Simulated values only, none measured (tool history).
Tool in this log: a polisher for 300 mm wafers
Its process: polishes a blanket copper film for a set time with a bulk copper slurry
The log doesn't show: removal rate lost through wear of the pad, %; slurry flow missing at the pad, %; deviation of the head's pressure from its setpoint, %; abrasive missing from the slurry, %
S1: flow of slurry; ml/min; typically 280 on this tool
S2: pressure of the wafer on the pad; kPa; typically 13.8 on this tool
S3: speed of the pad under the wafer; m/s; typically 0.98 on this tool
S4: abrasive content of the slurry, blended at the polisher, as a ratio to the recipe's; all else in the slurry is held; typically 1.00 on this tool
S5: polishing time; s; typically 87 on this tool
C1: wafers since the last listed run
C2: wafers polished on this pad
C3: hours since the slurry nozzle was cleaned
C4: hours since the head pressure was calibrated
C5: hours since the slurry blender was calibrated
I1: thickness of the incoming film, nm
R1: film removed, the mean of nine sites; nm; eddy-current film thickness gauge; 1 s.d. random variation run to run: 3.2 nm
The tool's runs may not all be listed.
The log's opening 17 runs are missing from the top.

run	hour	S1	S2	S3	S4	S5	C1	C2	C3	C4	C5	I1	R1
# hour 1135.9: worn pad replaced by a new one
18	1186.6	235	15.9	0.78	1.00	115	547	478	170.3	683.9	128.4	2512.9	648.4
19	1259.3	280	13.8	1.26	1.10	87	685	1163	243.0	756.6	201.1	2535.4	637.7
20	1336.9	280	13.8	0.98	1.00	87	731	1895	320.6	834.2	278.7	2536.8	516.9
21	1386.7	280	10.3	0.68	0.85	105	469	2364	370.4	884.0	328.5	2472.5	373.4
# hour 1410.9: head pressure recalibrated
22	1492.8	280	13.8	0.98	1.00	87	981	3346	476.5	81.9	434.6	2482.8	515.5
23	1532.8	280	13.8	0.98	1.00	87	377	3723	516.5	121.9	474.6	2492.8	513.1
24	1588.4	280	13.8	0.98	1.00	61	524	4248	572.1	177.5	530.2	2519.0	360.1
# hour 1616.7: slurry blender recalibrated
# hour 1635.5: slurry nozzle cleaned
25	1672.5	335	13.8	0.72	0.75	87	764	5012	37.0	261.6	55.8	2462.9	408.5
26	1758.5	190	15.2	0.72	1.00	109	810	5823	123.0	347.6	141.8	2491.6	550.8
27	1807.4	280	13.8	0.98	1.00	62	461	6284	171.9	396.5	190.7	2519.8	368.7
# hour 1819.2: worn pad replaced by a new one
28	1892.5	280	13.8	0.98	1.00	87	764	691	257.0	481.6	275.8	2465.8	518.2
29	1964.4	280	13.8	0.76	1.00	87	677	1369	328.9	553.5	347.7	2475.7	430.7
30	2043.1	255	17.9	0.98	0.80	101	742	2111	407.6	632.2	426.4	2498.6	702.8

Consider 4 possible next runs. They are alternatives, not a sequence: every one starts from the tool as it was left by run 30. What does each give?
A	2043.6	280	13.8	0.98	1.00	87	4	2116	408.1	632.7	426.9	2482.4	?
B	2043.6	230	13.8	0.98	1.00	87	4	2116	408.1	632.7	426.9	2482.4	?
C	2043.6	280	13.8	0.90	1.00	63	4	2116	408.1	632.7	426.9	2482.4	?
D	2043.6	345	13.8	0.98	1.10	63	4	2116	408.1	632.7	426.9	2482.4	?

run	R1
A	514.7
B	504.5
C	351.3
D	387.2
With no hidden state in the tool, these same runs would have given:
run	R1
A	525.8
B	515.4
C	358.9
D	395.7

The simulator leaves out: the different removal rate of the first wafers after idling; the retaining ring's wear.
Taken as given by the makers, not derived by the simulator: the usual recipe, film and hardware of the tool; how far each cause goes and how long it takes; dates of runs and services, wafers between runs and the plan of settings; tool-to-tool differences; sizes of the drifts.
